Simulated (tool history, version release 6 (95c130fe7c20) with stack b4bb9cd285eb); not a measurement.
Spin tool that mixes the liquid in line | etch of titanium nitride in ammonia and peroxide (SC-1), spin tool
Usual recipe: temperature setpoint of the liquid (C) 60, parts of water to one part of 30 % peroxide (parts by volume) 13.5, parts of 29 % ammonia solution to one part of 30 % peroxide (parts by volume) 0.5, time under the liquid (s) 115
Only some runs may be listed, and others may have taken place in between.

| run | hour | temperature setpoint of the liquid (C) | parts of water to one part of 30 % peroxide (parts by volume) | parts of 29 % ammonia solution to one part of 30 % peroxide (parts by volume) | time under the liquid (s) | read-back film thickness of the titanium nitride reference wafer, read on the same gauge (nm) | thickness taken off the titanium nitride on a monitor wafer (nm) |
|---|---|---|---|---|---|---|---|
| 1 | 0 | 60 | 13.5 | 0.5 | 140 | 110.02 | 14.05 |
| 2 | 13.3 | 60 | 13.5 | 0.5 | 140 | 110 | 13.96 |
| 3 | 41.4 | 60 | 13.5 | 0.5 | 115 | 110.01 | 11.38 |
| 4 | 61.9 | 54 | 19 | 0.3 | 185 | 110 | 9.17 |
| 5 | 90.6 | 54.5 | 19 | 0.5 | 115 | 109.99 | 6.58 |
|  | 100.5 | gauge calibrated |
| 6 | 111.1 | 64 | 18.5 | 0.4 | 80 | 109.99 | 8.25 |
|  | 178.5 | new drum of ammonia solution connected |
| 7 | 208.7 | 60 | 19.5 | 0.5 | 115 | 110.01 | 9.28 |
| 8 | 232.8 | 60 | 7 | 0.3 | 115 | 110.01 | 14.59 |
|  | 239.5 | thermometer replaced |
| 9 | 260.2 | 56 | 7.5 | 0.5 | 65 | 109.99 | 7.31 |
| 10 | 292.8 | 60 | 13.5 | 0.5 | 115 | 110 | 12.23 |
| 11 | 317.2 | 60 | 13.5 | 0.75 | 115 | 110 | 13.19 |
| 12 | 334.5 | 60 | 13.5 | 0.5 | 115 | 110 | 12.08 |
| 13 | 367.7 | 56 | 13.5 | 0.5 | 165 | 110.01 | 13.39 |
| 14 | 400.9 | 60 | 13.5 | 0.5 | 70 | 110.01 | 7.54 |
| 15 | 420.8 | 60 | 13.5 | 0.5 | 115 | 109.98 | 12.03 |
| 16 | 448.3 | 60 | 13.5 | 0.5 | 115 | 110 | 12.24 |
| 17 | 477.7 | 68.5 | 16 | 0.5 | 115 | 109.99 | 18.99 |
| 18 | 493.7 | 60 | 13.5 | 0.5 | 115 | 110.02 | 12 |
| 19 | 524.5 | 60 | 7.5 | 0.5 | 115 | 110.01 | 16.32 |
| 20 | 548.6 | 60 | 13.5 | 0.5 | 115 | 109.98 | 11.93 |
| 21 | 578.6 | 55.5 | 18 | 0.35 | 95 | 110.01 | 5.88 |
| 22 | 601.8 | 60 | 13.5 | 0.5 | 115 | 110 | 11.9 |
| 23 | 625.4 | 53 | 13.5 | 0.5 | 115 | 109.98 | 7.48 |
| 24 | 657.1 | 66 | 13.5 | 0.5 | 115 | 109.98 | 17.48 |

Alternative continuations, all from the tool just after run 24; predict every row:
| A | 657.5 | 60 | 13.5 | 0.5 | 115 | ? | ? |
| B | 657.5 | 60 | 17.5 | 0.4 | 175 | ? | ? |
| C | 657.5 | 60 | 15.5 | 0.4 | 155 | ? | ? |
| D | 657.5 | 60 | 13.5 | 0.45 | 145 | ? | ? |

| run | read-back film thickness of the titanium nitride reference wafer, read on the same gauge (nm) | thickness taken off the titanium nitride on a monitor wafer (nm) |
|---|---|---|
| A | 109.99 | 11.84 |
| B | 109.99 | 15 |
| C | 109.99 | 14.21 |
| D | 109.99 | 14.65 |
Take away the tool's hidden state, keep each run's random variation, and the runs would have read:
| run | thickness taken off the titanium nitride on a monitor wafer (nm) |
|---|---|
| A | 12.8 |
| B | 16.21 |
| C | 15.36 |
| D | 15.83 |
